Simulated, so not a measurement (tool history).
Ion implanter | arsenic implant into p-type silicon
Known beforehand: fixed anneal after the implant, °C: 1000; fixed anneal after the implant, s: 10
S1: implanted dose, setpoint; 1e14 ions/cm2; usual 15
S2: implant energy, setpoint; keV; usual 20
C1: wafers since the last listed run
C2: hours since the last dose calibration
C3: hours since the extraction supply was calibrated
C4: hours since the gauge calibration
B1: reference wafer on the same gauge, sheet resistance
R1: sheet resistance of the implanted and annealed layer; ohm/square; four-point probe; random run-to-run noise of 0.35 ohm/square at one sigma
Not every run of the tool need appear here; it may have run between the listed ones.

run	hour	S1	S2	C1	C2	C3	C4	B1	R1
1	0	15	20	0	508.6	940.6	1323	125.89	117.53
2	58.4	15	20	1303	567	999	1381.4	125.99	117.01
3	149.7	15	20	2037	658.3	1090.3	1472.7	126.05	116.98
4	207.6	15	20	1292	716.2	1148.2	1530.6	125.86	116.9
5	244.2	15	20	816	752.8	1184.8	1567.2	126.07	117.36
# hour 292.7: Faraday cup replaced and dose calibrated
6	330.4	15	20	1745	37.7	1271	1653.4	126.04	118.66
7	414.7	15	20	1881	122	1355.3	1737.7	126.03	118.61
8	514.5	15	20	2227	221.8	1455.1	1837.5	125.93	118.21
9	592.5	15	20	1740	299.8	1533.1	1915.5	125.92	118.27
10	680.9	15	20	1972	388.2	1621.5	2003.9	126.03	117.26
11	752.4	15	20	1595	459.7	1693	2075.4	126.02	117.26
# hour 821.6: gauge calibrated
12	845.4	15	20	2075	552.7	1786	23.8	126	117.78
13	912.4	15	20	1495	619.7	1853	90.8	125.95	117.71
14	992.4	12.93	20	1785	699.7	1933	170.8	125.88	121.53
15	1085.7	12.93	20	2082	793	2026.3	264.1	126.01	122.08
# hour 1150.6: extraction supply calibrated
16	1183	12.93	20	1992	890.3	32.4	361.4	126.08	121.34
17	1265	15	20	1829	972.3	114.4	443.4	126.05	116.66
# hour 1320.1: Faraday cup replaced and dose calibrated
18	1336.5	15	20	1417	16.4	185.9	514.9	125.86	117.77
19	1408.9	15	20	1615	88.8	258.3	587.3	125.98	117.01
20	1492.1	15	20	1856	172	341.5	670.5	126.04	117.63
21	1529.8	15	25.5	841	209.7	379.2	708.2	125.97	105.54
22	1610.9	17.05	15.5	1809	290.8	460.3	789.3	126.06	126.53
23	1860.4	17.56	26	5567	540.3	709.8	1038.8	125.97	101.49

Expected results for the next run?
24	1916.7	10.95	22.5	1256	596.6	766.1	1095.1	?	?

Run 24 came out at B1 126.07, R1 123.06 ohm/square.
With no hidden state in the tool, this same run would have given R1 124.88 ohm/square.

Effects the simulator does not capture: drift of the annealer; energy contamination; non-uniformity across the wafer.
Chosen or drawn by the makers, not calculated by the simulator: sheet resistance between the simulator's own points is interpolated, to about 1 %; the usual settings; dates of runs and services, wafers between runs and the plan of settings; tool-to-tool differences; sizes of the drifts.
